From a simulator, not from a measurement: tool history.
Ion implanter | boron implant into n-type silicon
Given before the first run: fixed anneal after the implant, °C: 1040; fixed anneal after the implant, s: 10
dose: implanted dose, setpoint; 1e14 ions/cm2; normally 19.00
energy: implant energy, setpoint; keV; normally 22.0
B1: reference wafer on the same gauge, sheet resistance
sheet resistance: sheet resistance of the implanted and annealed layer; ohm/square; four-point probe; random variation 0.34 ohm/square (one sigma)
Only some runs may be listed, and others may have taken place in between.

run 1 hour=0.0 | dose=19.00 energy=24.0 | B1=65.11 | sheet_resistance=60.44
run 2 hour=99.8 | dose=19.00 energy=24.0 | B1=65.21 | sheet_resistance=60.37
run 3 hour=136.4 | dose=19.00 energy=22.0 | B1=65.13 | sheet_resistance=60.91
run 4 hour=191.5 | dose=15.36 energy=28.0 | B1=65.27 | sheet_resistance=68.92
run 5 hour=260.9 | dose=15.36 energy=28.0 | B1=65.08 | sheet_resistance=69.98
run 6 hour=374.7 | dose=15.36 energy=28.0 | B1=65.20 | sheet_resistance=69.82
run 7 hour=542.5 | dose=19.00 energy=22.0 | B1=65.20 | sheet_resistance=61.95
run 8 hour=650.5 | dose=19.00 energy=26.0 | B1=65.41 | sheet_resistance=60.31
run 9 hour=739.7 | dose=19.00 energy=22.0 | B1=65.30 | sheet_resistance=61.81
run 10 hour=785.7 | dose=19.00 energy=22.0 | B1=65.32 | sheet_resistance=61.94
run 11 hour=834.5 | dose=19.00 energy=22.0 | B1=65.09 | sheet_resistance=61.58
run 12 hour=931.2 | dose=19.00 energy=22.0 | B1=65.21 | sheet_resistance=61.34
run 13 hour=1005.5 | dose=19.00 energy=18.0 | B1=65.17 | sheet_resistance=64.60
run 14 hour=1077.4 | dose=19.00 energy=18.0 | B1=65.27 | sheet_resistance=65.35
run 15 hour=1163.0 | dose=19.00 energy=17.0 | B1=65.20 | sheet_resistance=65.77
run 16 hour=1259.9 | dose=19.00 energy=20.0 | B1=65.20 | sheet_resistance=63.33
run 17 hour=1348.0 | dose=16.29 energy=22.0 | B1=65.20 | sheet_resistance=68.89
run 18 hour=1401.6 | dose=16.59 energy=22.0 | B1=65.17 | sheet_resistance=68.38
run 19 hour=1472.5 | dose=17.09 energy=24.5 | B1=65.19 | sheet_resistance=66.22
run 20 hour=1567.1 | dose=19.00 energy=22.0 | B1=65.28 | sheet_resistance=62.57
-- hour=1636.3 extraction supply calibrated
run 21 hour=1637.6 | dose=24.65 energy=27.5 | B1=65.14 | sheet_resistance=50.29
run 22 hour=1688.5 | dose=19.00 energy=22.0 | B1=65.15 | sheet_resistance=62.47
run 23 hour=1774.7 | dose=16.17 energy=27.5 | B1=65.16 | sheet_resistance=68.36
-- hour=1778.7 gauge calibrated
run 24 hour=1859.2 | dose=16.14 energy=15.0 | B1=65.18 | sheet_resistance=75.86
run 25 hour=1928.7 | dose=19.00 energy=22.0 | B1=65.19 | sheet_resistance=63.04
run 26 hour=1986.4 | dose=19.00 energy=22.0 | B1=65.07 | sheet_resistance=62.41
run 27 hour=2038.7 | dose=19.00 energy=22.0 | B1=65.12 | sheet_resistance=62.40
run 28 hour=2128.4 | dose=19.00 energy=18.0 | B1=65.19 | sheet_resistance=66.04
run 29 hour=2169.4 | dose=15.36 energy=28.0 | B1=65.14 | sheet_resistance=71.64
-- hour=2383.6 Faraday cup replaced and dose calibrated
run 30 hour=2416.8 | dose=22.19 energy=24.5 | B1=65.36 | sheet_resistance=54.24
run 31 hour=2496.6 | dose=16.01 energy=20.0 | B1=65.23 | sheet_resistance=70.86
run 32 hour=2555.2 | dose=19.00 energy=22.0 | B1=65.11 | sheet_resistance=61.75
run 33 hour=2622.2 | dose=19.00 energy=22.0 | B1=65.06 | sheet_resistance=61.18
run 34 hour=2902.2 | dose=24.63 energy=22.0 | B1=65.05 | sheet_resistance=52.78
run 35 hour=3182.7 | dose=16.49 energy=17.5 | B1=65.27 | sheet_resistance=71.02
run 36 hour=3253.4 | dose=14.24 energy=28.0 | B1=65.29 | sheet_resistance=75.53
run 37 hour=3295.2 | dose=24.11 energy=15.5 | B1=65.07 | sheet_resistance=60.21

Alternative continuations, all from the tool just after run 37; predict every row:
run A hour=3295.6 | dose=19.00 energy=22.0 | B1=? | sheet_resistance=?
run B hour=3295.6 | dose=22.21 energy=18.5 | B1=? | sheet_resistance=?
run C hour=3295.6 | dose=21.24 energy=16.0 | B1=? | sheet_resistance=?
run D hour=3295.6 | dose=17.27 energy=27.0 | B1=? | sheet_resistance=?

run=A B1=65.30 sheet_resistance=62.14
run=B B1=65.30 sheet_resistance=59.04
run=C B1=65.30 sheet_resistance=63.41
run=D B1=65.30 sheet_resistance=64.61
Had the tool no hidden state, the same runs would have come out as:
run=A sheet_resistance=61.20
run=B sheet_resistance=58.35
run=C sheet_resistance=62.72
run=D sheet_resistance=63.50
